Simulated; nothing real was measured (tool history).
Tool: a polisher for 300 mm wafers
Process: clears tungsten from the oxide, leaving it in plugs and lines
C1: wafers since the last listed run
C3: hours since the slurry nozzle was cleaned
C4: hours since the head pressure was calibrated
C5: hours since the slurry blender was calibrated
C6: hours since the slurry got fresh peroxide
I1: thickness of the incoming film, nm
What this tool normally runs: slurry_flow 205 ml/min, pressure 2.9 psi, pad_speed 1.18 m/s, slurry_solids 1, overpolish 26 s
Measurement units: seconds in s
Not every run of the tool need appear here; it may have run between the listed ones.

{"run": 1, "hour": 0.0, "slurry_flow": 205, "pressure": 3.3, "pad_speed": 1.18, "slurry_solids": 1, "overpolish": 26, "C1": 0, "wafers polished on this pad": 758, "C3": 106.5, "C4": 304.7, "C5": 349.2, "C6": 280.1, "I1": 576, "seconds": 107.9}
{"hour": 10.0, "done": "slurry blender recalibrated"}
{"run": 2, "hour": 43.4, "slurry_flow": 205, "pressure": 3.3, "pad_speed": 1.18, "slurry_solids": 1, "overpolish": 26, "C1": 217, "wafers polished on this pad": 976, "C3": 149.9, "C4": 348.1, "C5": 33.4, "C6": 323.5, "I1": 561.4, "seconds": 103.8}
{"hour": 75.8, "done": "slurry tank refilled with fresh slurry and peroxide"}
{"hour": 145.1, "done": "worn pad replaced by a new one"}
{"hour": 230.2, "done": "slurry nozzle cleaned"}
{"run": 3, "hour": 286.8, "slurry_flow": 205, "pressure": 3.3, "pad_speed": 1.18, "slurry_solids": 1, "overpolish": 26, "C1": 1249, "wafers polished on this pad": 740, "C3": 56.6, "C4": 591.5, "C5": 276.8, "C6": 211, "I1": 569.2, "seconds": 105.2}
{"hour": 300.2, "done": "slurry blender recalibrated"}
{"run": 4, "hour": 330.3, "slurry_flow": 205, "pressure": 2.9, "pad_speed": 1.18, "slurry_solids": 1, "overpolish": 26, "C1": 218, "wafers polished on this pad": 959, "C3": 100.1, "C4": 635, "C5": 30.1, "C6": 254.5, "I1": 575, "seconds": 118.5}
{"hour": 350.9, "done": "slurry tank refilled with fresh slurry and peroxide"}
{"run": 5, "hour": 378.2, "slurry_flow": 205, "pressure": 2.9, "pad_speed": 1.18, "slurry_solids": 1, "overpolish": 26, "C1": 246, "wafers polished on this pad": 1206, "C3": 148, "C4": 682.9, "C5": 78, "C6": 27.3, "I1": 563.4, "seconds": 117.5}
{"run": 6, "hour": 427.1, "slurry_flow": 205, "pressure": 2.9, "pad_speed": 1.18, "slurry_solids": 1, "overpolish": 26, "C1": 257, "wafers polished on this pad": 1463, "C3": 196.9, "C4": 731.8, "C5": 126.9, "C6": 76.2, "I1": 575.1, "seconds": 123.6}
{"run": 7, "hour": 476.4, "slurry_flow": 205, "pressure": 2.9, "pad_speed": 1.18, "slurry_solids": 1, "overpolish": 26, "C1": 259, "wafers polished on this pad": 1723, "C3": 246.2, "C4": 781.1, "C5": 176.2, "C6": 125.5, "I1": 566.9, "seconds": 121.4}
{"hour": 514.1, "done": "worn pad replaced by a new one"}
{"run": 8, "hour": 523.9, "slurry_flow": 205, "pressure": 2.9, "pad_speed": 1.18, "slurry_solids": 1, "overpolish": 26, "C1": 229, "wafers polished on this pad": 51, "C3": 293.7, "C4": 828.6, "C5": 223.7, "C6": 173, "I1": 573.4, "seconds": 118.5}
{"hour": 564.9, "done": "slurry nozzle cleaned"}
{"hour": 582.5, "done": "slurry blender recalibrated"}
{"run": 9, "hour": 620.9, "slurry_flow": 205, "pressure": 2.9, "pad_speed": 1.18, "slurry_solids": 1, "overpolish": 26, "C1": 494, "wafers polished on this pad": 546, "C3": 56, "C4": 925.6, "C5": 38.4, "C6": 270, "I1": 566.7, "seconds": 119.4}
{"run": 10, "hour": 706.1, "slurry_flow": 205, "pressure": 2.9, "pad_speed": 1.18, "slurry_solids": 1, "overpolish": 26, "C1": 448, "wafers polished on this pad": 995, "C3": 141.2, "C4": 1010.8, "C5": 123.6, "C6": 355.2, "I1": 572, "seconds": 124.2}
{"hour": 709.6, "done": "slurry tank refilled with fresh slurry and peroxide"}
{"run": 11, "hour": 808.8, "slurry_flow": 205, "pressure": 2.9, "pad_speed": 1.18, "slurry_solids": 1, "overpolish": 26, "C1": 535, "wafers polished on this pad": 1530, "C3": 243.9, "C4": 1113.5, "C5": 226.3, "C6": 99.2, "I1": 562.9, "seconds": 116}
{"hour": 811.9, "done": "head pressure recalibrated"}
{"hour": 824.6, "done": "worn pad replaced by a new one"}
{"run": 12, "hour": 853.5, "slurry_flow": 205, "pressure": 2.9, "pad_speed": 1.18, "slurry_solids": 0.85, "overpolish": 26, "C1": 203, "wafers polished on this pad": 152, "C3": 288.6, "C4": 41.6, "C5": 271, "C6": 143.9, "I1": 565.4, "seconds": 122.5}
{"hour": 883.5, "done": "slurry nozzle cleaned"}
{"hour": 910.6, "done": "slurry blender recalibrated"}
{"run": 13, "hour": 960.1, "slurry_flow": 205, "pressure": 3.3, "pad_speed": 1.18, "slurry_solids": 1, "overpolish": 26, "C1": 545, "wafers polished on this pad": 697, "C3": 76.6, "C4": 148.2, "C5": 49.5, "C6": 250.5, "I1": 573.9, "seconds": 107.8}
{"hour": 1009.0, "done": "slurry tank refilled with fresh slurry and peroxide"}
{"run": 14, "hour": 1009.5, "slurry_flow": 205, "pressure": 3.3, "pad_speed": 1.18, "slurry_solids": 1, "overpolish": 26, "C1": 254, "wafers polished on this pad": 952, "C3": 126, "C4": 197.6, "C5": 98.9, "C6": 0.5, "I1": 569.9, "seconds": 106}
{"run": 15, "hour": 1058.1, "slurry_flow": 265, "pressure": 2.9, "pad_speed": 1.18, "slurry_solids": 1.2, "overpolish": 26, "C1": 255, "wafers polished on this pad": 1208, "C3": 174.6, "C4": 246.2, "C5": 147.5, "C6": 49.1, "I1": 570.4, "seconds": 115.1}
{"run": 16, "hour": 1118.9, "slurry_flow": 205, "pressure": 3.2, "pad_speed": 1.18, "slurry_solids": 1, "overpolish": 26, "C1": 320, "wafers polished on this pad": 1528, "C3": 235.4, "C4": 307, "C5": 208.3, "C6": 109.9, "I1": 567.4, "seconds": 107.9}
{"hour": 1165.8, "done": "worn pad replaced by a new one"}
{"run": 17, "hour": 1170.2, "slurry_flow": 205, "pressure": 2.9, "pad_speed": 1.18, "slurry_solids": 1, "overpolish": 33, "C1": 249, "wafers polished on this pad": 23, "C3": 286.7, "C4": 358.3, "C5": 259.6, "C6": 161.2, "I1": 571.3, "seconds": 117.2}
{"hour": 1240.4, "done": "slurry nozzle cleaned"}
{"run": 18, "hour": 1245.4, "slurry_flow": 205, "pressure": 2.9, "pad_speed": 1.46, "slurry_solids": 1, "overpolish": 26, "C1": 390, "wafers polished on this pad": 413, "C3": 5, "C4": 433.5, "C5": 334.8, "C6": 236.4, "I1": 579.8, "seconds": 102.9}
{"hour": 1247.7, "done": "slurry blender recalibrated"}
{"run": 19, "hour": 1305.9, "slurry_flow": 225, "pressure": 2.3, "pad_speed": 1.18, "slurry_solids": 0.9, "overpolish": 26, "C1": 307, "wafers polished on this pad": 721, "C3": 65.5, "C4": 494, "C5": 58.2, "C6": 296.9, "I1": 572.7, "seconds": 154.2}
{"hour": 1343.4, "done": "slurry tank refilled with fresh slurry and peroxide"}
{"run": 20, "hour": 1397.2, "slurry_flow": 145, "pressure": 2.5, "pad_speed": 1.18, "slurry_solids": 1.15, "overpolish": 16, "C1": 475, "wafers polished on this pad": 1197, "C3": 156.8, "C4": 585.3, "C5": 149.5, "C6": 53.8, "I1": 568.6, "seconds": 142.9}
{"hour": 1439.1, "done": "worn pad replaced by a new one"}
{"run": 21, "hour": 1468.0, "slurry_flow": 145, "pressure": 2.1, "pad_speed": 1.3, "slurry_solids": 1, "overpolish": 20, "C1": 351, "wafers polished on this pad": 151, "C3": 227.6, "C4": 656.1, "C5": 220.3, "C6": 124.6, "I1": 575.5, "seconds": 156.7}
{"hour": 1526.9, "done": "slurry blender recalibrated"}
{"run": 22, "hour": 1559.3, "slurry_flow": 140, "pressure": 2.9, "pad_speed": 1.18, "slurry_solids": 1, "overpolish": 26, "C1": 470, "wafers polished on this pad": 622, "C3": 318.9, "C4": 747.4, "C5": 32.4, "C6": 215.9, "I1": 564.7, "seconds": 129.9}
{"hour": 1585.1, "done": "slurry nozzle cleaned"}
{"run": 23, "hour": 1604.6, "slurry_flow": 150, "pressure": 2.9, "pad_speed": 1.3, "slurry_solids": 0.85, "overpolish": 37, "C1": 233, "wafers polished on this pad": 855, "C3": 19.5, "C4": 792.7, "C5": 77.7, "C6": 261.2, "I1": 572.4, "seconds": 125.3}

3 ways to go on from here, each from the tool as it stands after run 23. What would each give?
{"run": "A", "hour": 1605.1, "slurry_flow": 205, "pressure": 2.9, "pad_speed": 1.18, "slurry_solids": 1.15, "overpolish": 26, "C1": 2, "wafers polished on this pad": 857, "C3": 20, "C4": 793.2, "C5": 78.2, "C6": 261.7, "I1": 569.4, "seconds": "?"}
{"run": "B", "hour": 1605.1, "slurry_flow": 185, "pressure": 3.9, "pad_speed": 1.18, "slurry_solids": 0.85, "overpolish": 26, "C1": 2, "wafers polished on this pad": 857, "C3": 20, "C4": 793.2, "C5": 78.2, "C6": 261.7, "I1": 569.4, "seconds": "?"}
{"run": "C", "hour": 1605.1, "slurry_flow": 160, "pressure": 1.9, "pad_speed": 0.98, "slurry_solids": 1, "overpolish": 33, "C1": 2, "wafers polished on this pad": 857, "C3": 20, "C4": 793.2, "C5": 78.2, "C6": 261.7, "I1": 569.4, "seconds": "?"}

run=A seconds=112
run=B seconds=91.4
run=C seconds=206.1
The same runs, with their run-to-run variation unchanged, on a tool lacking any hidden condition would have given:
run=A seconds=112
run=B seconds=91.4
run=C seconds=206.1
